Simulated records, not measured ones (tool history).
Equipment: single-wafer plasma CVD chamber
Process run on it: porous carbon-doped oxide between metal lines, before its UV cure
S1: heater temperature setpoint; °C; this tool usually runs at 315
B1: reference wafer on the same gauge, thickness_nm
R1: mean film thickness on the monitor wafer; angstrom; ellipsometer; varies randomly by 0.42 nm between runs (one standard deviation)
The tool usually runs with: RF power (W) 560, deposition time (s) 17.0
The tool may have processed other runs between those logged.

run 1 hour=0.0 | S1=315 RF_power_(W)=560 deposition_time_(s)=17.0 | B1=71.233 | R1=811.59
run 2 hour=66.0 | S1=306 RF_power_(W)=560 deposition_time_(s)=17.0 | B1=71.265 | R1=845.16
run 3 hour=103.7 | S1=306 RF_power_(W)=560 deposition_time_(s)=17.0 | B1=71.133 | R1=851.19
run 4 hour=144.3 | S1=315 RF_power_(W)=560 deposition_time_(s)=17.0 | B1=71.201 | R1=818.31
run 5 hour=192.3 | S1=315 RF_power_(W)=560 deposition_time_(s)=17.0 | B1=71.211 | R1=808.21
run 6 hour=223.7 | S1=323 RF_power_(W)=560 deposition_time_(s)=17.0 | B1=71.312 | R1=791.32
run 7 hour=252.4 | S1=315 RF_power_(W)=500 deposition_time_(s)=17.7 | B1=71.247 | R1=779.19
run 8 hour=296.0 | S1=315 RF_power_(W)=500 deposition_time_(s)=17.7 | B1=71.189 | R1=777.59
run 9 hour=411.5 | S1=315 RF_power_(W)=500 deposition_time_(s)=17.7 | B1=71.239 | R1=774.08
run 10 hour=453.3 | S1=315 RF_power_(W)=560 deposition_time_(s)=17.0 | B1=71.173 | R1=804.17
run 11 hour=494.1 | S1=315 RF_power_(W)=560 deposition_time_(s)=17.0 | B1=71.152 | R1=813.44
run 12 hour=535.6 | S1=315 RF_power_(W)=560 deposition_time_(s)=17.0 | B1=71.259 | R1=800.73
run 13 hour=601.5 | S1=315 RF_power_(W)=560 deposition_time_(s)=17.0 | B1=71.216 | R1=805.06
run 14 hour=652.8 | S1=315 RF_power_(W)=560 deposition_time_(s)=17.0 | B1=71.175 | R1=805.68
run 15 hour=687.1 | S1=315 RF_power_(W)=560 deposition_time_(s)=17.0 | B1=71.191 | R1=780.48
run 16 hour=736.3 | S1=315 RF_power_(W)=500 deposition_time_(s)=18.3 | B1=71.226 | R1=773.28
run 17 hour=785.9 | S1=306 RF_power_(W)=560 deposition_time_(s)=17.0 | B1=71.184 | R1=810.19
run 18 hour=815.5 | S1=315 RF_power_(W)=560 deposition_time_(s)=17.0 | B1=71.271 | R1=776.71
run 19 hour=867.3 | S1=315 RF_power_(W)=560 deposition_time_(s)=17.0 | B1=71.182 | R1=775.36
run 20 hour=914.2 | S1=315 RF_power_(W)=665 deposition_time_(s)=15.8 | B1=71.176 | R1=805.54
run 21 hour=1039.3 | S1=324 RF_power_(W)=460 deposition_time_(s)=14.5 | B1=71.212 | R1=601.63
run 22 hour=1065.5 | S1=329 RF_power_(W)=640 deposition_time_(s)=17.0 | B1=71.290 | R1=852.74
run 23 hour=1121.0 | S1=311 RF_power_(W)=655 deposition_time_(s)=19.3 | B1=71.192 | R1=1069.03
run 24 hour=1164.6 | S1=315 RF_power_(W)=645 deposition_time_(s)=20.1 | B1=71.227 | R1=1080.22
run 25 hour=1222.8 | S1=327 RF_power_(W)=465 deposition_time_(s)=18.2 | B1=71.220 | R1=738.72
run 26 hour=1284.2 | S1=315 RF_power_(W)=560 deposition_time_(s)=17.0 | B1=71.216 | R1=824.86
run 27 hour=1335.0 | S1=315 RF_power_(W)=560 deposition_time_(s)=14.7 | B1=71.237 | R1=723.91
run 28 hour=1364.3 | S1=315 RF_power_(W)=485 deposition_time_(s)=18.1 | B1=71.190 | R1=795.36
run 29 hour=1425.6 | S1=303 RF_power_(W)=560 deposition_time_(s)=17.0 | B1=71.185 | R1=872.12
run 30 hour=1453.9 | S1=323 RF_power_(W)=590 deposition_time_(s)=19.4 | B1=71.152 | R1=930.93
run 31 hour=1516.0 | S1=327 RF_power_(W)=560 deposition_time_(s)=14.3 | B1=71.216 | R1=662.11
run 32 hour=1573.8 | S1=304 RF_power_(W)=600 deposition_time_(s)=17.0 | B1=71.194 | R1=908.69
run 33 hour=1642.5 | S1=315 RF_power_(W)=450 deposition_time_(s)=17.0 | B1=71.209 | R1=705.81
run 34 hour=1680.7 | S1=324 RF_power_(W)=610 deposition_time_(s)=13.6 | B1=71.176 | R1=673.46

The log once held 5 entries between its listed runs, left out of this copy. Where does each go, and what is different about the tool's unlogged condition between the listed run before it and the listed run after it?
Runs 14 to 15: RF generator calibrated (hour 686.6)
  delivered RF power above the setpoint (%): -5.09 -> -9.21
  measured result minus the result with no hidden state, R1: -29.43 -> -53.78 angstrom
Runs 15 to 16: showerhead replaced (hour 724.5)
  delivered RF power above the setpoint (%): -9.21 -> -9.38
  measured result minus the result with no hidden state, R1: -53.78 -> -56.37 angstrom
Runs 20 to 21: gauge calibrated (hour 932.3); thermocouple changed; heater temperature recalibrated (hour 972.0); RF generator calibrated, repeated, since the last time left the tool worse (hour 1038.8)
  delivered RF power above the setpoint (%): -9.99 -> -0.172
  measured result minus the result with no hidden state, R1: -59.29 -> -0.73 angstrom

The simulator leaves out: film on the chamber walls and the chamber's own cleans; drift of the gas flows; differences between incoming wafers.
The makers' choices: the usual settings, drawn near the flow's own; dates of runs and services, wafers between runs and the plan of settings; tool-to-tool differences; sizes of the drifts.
